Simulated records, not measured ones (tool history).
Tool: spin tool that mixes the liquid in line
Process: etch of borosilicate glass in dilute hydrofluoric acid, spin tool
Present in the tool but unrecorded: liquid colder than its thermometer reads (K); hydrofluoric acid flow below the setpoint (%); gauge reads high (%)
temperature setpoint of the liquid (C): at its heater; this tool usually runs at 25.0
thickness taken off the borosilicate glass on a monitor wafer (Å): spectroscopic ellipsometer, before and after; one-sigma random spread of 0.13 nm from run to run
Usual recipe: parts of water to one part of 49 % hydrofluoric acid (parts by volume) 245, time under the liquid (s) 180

| run | hour | temperature setpoint of the liquid (C) | parts of water to one part of 49 % hydrofluoric acid (parts by volume) | time under the liquid (s) | wafers since the last listed run | hours since the thermometer was replaced | hours since the hydrofluoric acid flow meter was replaced | hours since the gauge calibration | read-back film thickness of the borosilicate glass reference wafer, read on the same gauge (nm) | thickness taken off the borosilicate glass on a monitor wafer (Å) |
|---|---|---|---|---|---|---|---|---|---|---|
| 1 | 0.0 | 25.0 | 245 | 180 | 0 | 1705.2 | 1189.7 | 447.7 | 139.99 | 271.9 |
| 2 | 26.7 | 22.0 | 245 | 180 | 244 | 1731.9 | 1216.4 | 474.4 | 140.01 | 242.5 |
| 3 | 52.1 | 22.0 | 245 | 180 | 232 | 1757.3 | 1241.8 | 499.8 | 139.98 | 242.1 |
| 4 | 67.1 | 22.5 | 245 | 180 | 137 | 1772.3 | 1256.8 | 514.8 | 140.04 | 245.1 |
| 5 | 82.2 | 25.0 | 245 | 180 | 138 | 1787.4 | 1271.9 | 529.9 | 139.96 | 269.6 |
| 6 | 109.3 | 23.0 | 245 | 180 | 248 | 1814.5 | 1299.0 | 557.0 | 139.98 | 250.2 |
| 7 | 134.5 | 25.0 | 330 | 180 | 230 | 1839.7 | 1324.2 | 582.2 | 140.04 | 182.3 |
|  | 142.8 | hydrofluoric acid flow meter replaced |
|  | 143.3 | thermometer replaced |
| 8 | 159.9 | 25.0 | 330 | 180 | 219 | 16.6 | 17.1 | 607.6 | 139.97 | 216.2 |
| 9 | 182.6 | 25.0 | 190 | 180 | 207 | 39.3 | 39.8 | 630.3 | 140.02 | 434.7 |
| 10 | 216.3 | 25.0 | 190 | 180 | 308 | 73.0 | 73.5 | 664.0 | 140.01 | 431.0 |
| 11 | 232.3 | 25.0 | 190 | 180 | 146 | 89.0 | 89.5 | 680.0 | 140.01 | 429.1 |
| 12 | 248.2 | 21.0 | 245 | 180 | 145 | 104.9 | 105.4 | 695.9 | 139.98 | 270.6 |
| 13 | 277.1 | 25.0 | 245 | 180 | 264 | 133.8 | 134.3 | 724.8 | 140.03 | 310.2 |
| 14 | 312.3 | 25.0 | 310 | 135 | 322 | 169.0 | 169.5 | 760.0 | 140.02 | 173.5 |
| 15 | 345.5 | 28.5 | 245 | 180 | 303 | 202.2 | 202.7 | 793.2 | 140.05 | 351.4 |
|  | 350.3 | gauge calibrated |
| 16 | 372.7 | 29.5 | 135 | 210 | 248 | 229.4 | 229.9 | 22.4 | 139.99 | 877.0 |
| 17 | 389.1 | 25.0 | 360 | 180 | 150 | 245.8 | 246.3 | 38.8 | 140.00 | 187.4 |
| 18 | 421.7 | 25.0 | 245 | 180 | 298 | 278.4 | 278.9 | 71.4 | 140.00 | 310.2 |
| 19 | 456.3 | 25.0 | 245 | 180 | 316 | 313.0 | 313.5 | 106.0 | 139.99 | 307.4 |
| 20 | 473.1 | 25.0 | 245 | 180 | 153 | 329.8 | 330.3 | 122.8 | 140.01 | 306.9 |
| 21 | 486.8 | 25.0 | 245 | 180 | 125 | 343.5 | 344.0 | 136.5 | 140.03 | 304.5 |
| 22 | 505.1 | 25.0 | 245 | 180 | 167 | 361.8 | 362.3 | 154.8 | 139.98 | 306.2 |
| 23 | 523.8 | 22.0 | 170 | 245 | 171 | 380.5 | 381.0 | 173.5 | 139.98 | 575.2 |
| 24 | 553.6 | 29.0 | 245 | 100 | 272 | 410.3 | 410.8 | 203.3 | 140.02 | 193.6 |
| 25 | 583.1 | 28.5 | 290 | 215 | 270 | 439.8 | 440.3 | 232.8 | 140.00 | 329.1 |
| 26 | 599.9 | 25.0 | 245 | 180 | 153 | 456.6 | 457.1 | 249.6 | 139.97 | 299.3 |
| 27 | 622.9 | 25.0 | 245 | 210 | 210 | 479.6 | 480.1 | 272.6 | 140.01 | 352.7 |
| 28 | 657.4 | 25.0 | 245 | 180 | 315 | 514.1 | 514.6 | 307.1 | 140.00 | 299.8 |
| 29 | 693.0 | 27.0 | 245 | 180 | 325 | 549.7 | 550.2 | 342.7 | 140.01 | 319.8 |
| 30 | 728.0 | 25.0 | 205 | 260 | 320 | 584.7 | 585.2 | 377.7 | 139.99 | 539.0 |
| 31 | 745.6 | 30.0 | 290 | 270 | 161 | 602.3 | 602.8 | 395.3 | 140.00 | 422.1 |
| 32 | 773.7 | 25.0 | 340 | 250 | 257 | 630.4 | 630.9 | 423.4 | 140.03 | 270.5 |

Branching from run 32: 5 alternative next runs. What would each branch give?
| A | 774.2 | 25.0 | 245 | 180 | 4 | 630.9 | 631.4 | 423.9 | ? | ? |
| B | 774.2 | 20.5 | 155 | 180 | 4 | 630.9 | 631.4 | 423.9 | ? | ? |
| C | 774.2 | 25.0 | 245 | 105 | 4 | 630.9 | 631.4 | 423.9 | ? | ? |
| D | 774.2 | 21.5 | 350 | 180 | 4 | 630.9 | 631.4 | 423.9 | ? | ? |
| E | 774.2 | 27.5 | 190 | 115 | 4 | 630.9 | 631.4 | 423.9 | ? | ? |

| run | read-back film thickness of the borosilicate glass reference wafer, read on the same gauge (nm) | thickness taken off the borosilicate glass on a monitor wafer (Å) |
|---|---|---|
| A | 140.00 | 297.3 |
| B | 140.00 | 435.4 |
| C | 140.00 | 173.4 |
| D | 140.00 | 166.2 |
| E | 140.00 | 284.8 |
With no hidden state in the tool, these same runs would have given:
| run | thickness taken off the borosilicate glass on a monitor wafer (Å) |
|---|---|
| A | 322.5 |
| B | 473.2 |
| C | 188.1 |
| D | 180.5 |
| E | 308.8 |

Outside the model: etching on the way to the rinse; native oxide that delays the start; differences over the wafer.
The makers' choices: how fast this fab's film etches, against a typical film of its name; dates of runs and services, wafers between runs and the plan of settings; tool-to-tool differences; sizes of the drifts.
